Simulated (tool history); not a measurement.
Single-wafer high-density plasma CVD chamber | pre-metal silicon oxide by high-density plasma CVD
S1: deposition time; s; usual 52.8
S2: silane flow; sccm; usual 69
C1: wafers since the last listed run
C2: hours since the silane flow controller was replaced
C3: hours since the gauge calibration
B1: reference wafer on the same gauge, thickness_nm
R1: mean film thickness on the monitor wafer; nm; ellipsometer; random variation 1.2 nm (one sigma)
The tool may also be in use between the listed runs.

run 1 hour=0 | S1=52.8 S2=69 | C1=0 C2=796.1 C3=159.6 | B1=369.903 | R1=388.091
run 2 hour=16.4 | S1=52.8 S2=69 | C1=325 C2=812.5 C3=176 | B1=370.031 | R1=389.16
run 3 hour=36.4 | S1=52.8 S2=69 | C1=396 C2=832.5 C3=196 | B1=370.19 | R1=388.758
run 4 hour=50.2 | S1=52.8 S2=69 | C1=273 C2=846.3 C3=209.8 | B1=369.967 | R1=388.368
run 5 hour=65.6 | S1=52.8 S2=69 | C1=305 C2=861.7 C3=225.2 | B1=369.865 | R1=389.513
run 6 hour=80.1 | S1=52.8 S2=69 | C1=287 C2=876.2 C3=239.7 | B1=370.054 | R1=390.04
run 7 hour=170.8 | S1=52.8 S2=69 | C1=1800 C2=966.9 C3=330.4 | B1=370.126 | R1=391.379
run 8 hour=206.5 | S1=52.8 S2=69 | C1=708 C2=1002.6 C3=366.1 | B1=370.212 | R1=392.807
run 9 hour=230.9 | S1=52.8 S2=69 | C1=484 C2=1027 C3=390.5 | B1=369.932 | R1=392.522
run 10 hour=243 | S1=52.8 S2=69 | C1=240 C2=1039.1 C3=402.6 | B1=370.012 | R1=391.507
run 11 hour=271.2 | S1=52.8 S2=69 | C1=559 C2=1067.3 C3=430.8 | B1=370.015 | R1=393.761
run 12 hour=310.9 | S1=52.8 S2=69 | C1=787 C2=1107 C3=470.5 | B1=369.986 | R1=393.038
run 13 hour=330.4 | S1=52.8 S2=69 | C1=386 C2=1126.5 C3=490 | B1=370.102 | R1=394.782
run 14 hour=351.1 | S1=52.8 S2=69 | C1=410 C2=1147.2 C3=510.7 | B1=370.043 | R1=395.304
run 15 hour=375 | S1=52.8 S2=69 | C1=474 C2=1171.1 C3=534.6 | B1=370.121 | R1=392.151
run 16 hour=408.5 | S1=52.8 S2=69 | C1=664 C2=1204.6 C3=568.1 | B1=369.855 | R1=394.433
run 17 hour=423.4 | S1=52.8 S2=69 | C1=295 C2=1219.5 C3=583 | B1=369.838 | R1=394.836
run 18 hour=450.6 | S1=52.8 S2=69 | C1=539 C2=1246.7 C3=610.2 | B1=370.14 | R1=396.092
run 19 hour=472.4 | S1=52.8 S2=69 | C1=432 C2=1268.5 C3=632 | B1=370.25 | R1=395.238
run 20 hour=507.5 | S1=43.9 S2=80 | C1=696 C2=1303.6 C3=667.1 | B1=370.101 | R1=375.151
run 21 hour=530.2 | S1=52.8 S2=69 | C1=450 C2=1326.3 C3=689.8 | B1=370.065 | R1=398.7
run 22 hour=543.8 | S1=52.8 S2=69 | C1=269 C2=1339.9 C3=703.4 | B1=369.986 | R1=396.853
run 23 hour=571.6 | S1=52.8 S2=69 | C1=551 C2=1367.7 C3=731.2 | B1=370.176 | R1=399.842
run 24 hour=592.4 | S1=45.8 S2=79 | C1=412 C2=1388.5 C3=752 | B1=370.092 | R1=388.524
run 25 hour=620.1 | S1=52.8 S2=69 | C1=549 C2=1416.2 C3=779.7 | B1=370.056 | R1=400.268
run 26 hour=638.8 | S1=49.5 S2=72 | C1=371 C2=1434.9 C3=798.4 | B1=369.864 | R1=389.174
run 27 hour=669.3 | S1=52.8 S2=69 | C1=605 C2=1465.4 C3=828.9 | B1=370.044 | R1=399.377
run 28 hour=681.4 | S1=48.4 S2=81 | C1=240 C2=1477.5 C3=841 | B1=370.152 | R1=421.4
-- hour=707.5 silane flow controller replaced
run 29 hour=726.7 | S1=44.7 S2=69 | C1=740 C2=19.2 C3=886.3 | B1=369.985 | R1=326.231
-- hour=727.2 gauge calibrated
run 30 hour=814.6 | S1=48.8 S2=79 | C1=1744 C2=107.1 C3=87.4 | B1=369.868 | R1=402.78
run 31 hour=842.5 | S1=52.8 S2=63 | C1=553 C2=135 C3=115.3 | B1=370.139 | R1=357.106
run 32 hour=875.5 | S1=50.1 S2=69 | C1=654 C2=168 C3=148.3 | B1=370.125 | R1=365.854
run 33 hour=905.2 | S1=46.7 S2=64 | C1=589 C2=197.7 C3=178 | B1=369.792 | R1=320.517
run 34 hour=923 | S1=43.2 S2=64 | C1=353 C2=215.5 C3=195.8 | B1=370.041 | R1=295.265

What the log doesn't show, run by run:
gauge reads high (%): 0 in every run
H1: delivered silane flow above the setpoint (%)
run=1 H1=1.75
run=2 H1=1.8
run=3 H1=1.87
run=4 H1=1.92
run=5 H1=1.98
run=6 H1=2.03
run=7 H1=2.39
run=8 H1=2.54
run=9 H1=2.65
run=10 H1=2.7
run=11 H1=2.83
run=12 H1=3.01
run=13 H1=3.11
run=14 H1=3.21
run=15 H1=3.33
run=16 H1=3.5
run=17 H1=3.57
run=18 H1=3.72
run=19 H1=3.84
run=20 H1=4.03
run=21 H1=4.16
run=22 H1=4.23
run=23 H1=4.4
run=24 H1=4.52
run=25 H1=4.68
run=26 H1=4.8
run=27 H1=4.99
run=28 H1=5.06
run=29 H1=0.754
run=30 H1=0.778
run=31 H1=0.792
run=32 H1=0.813
run=33 H1=0.837
run=34 H1=0.852
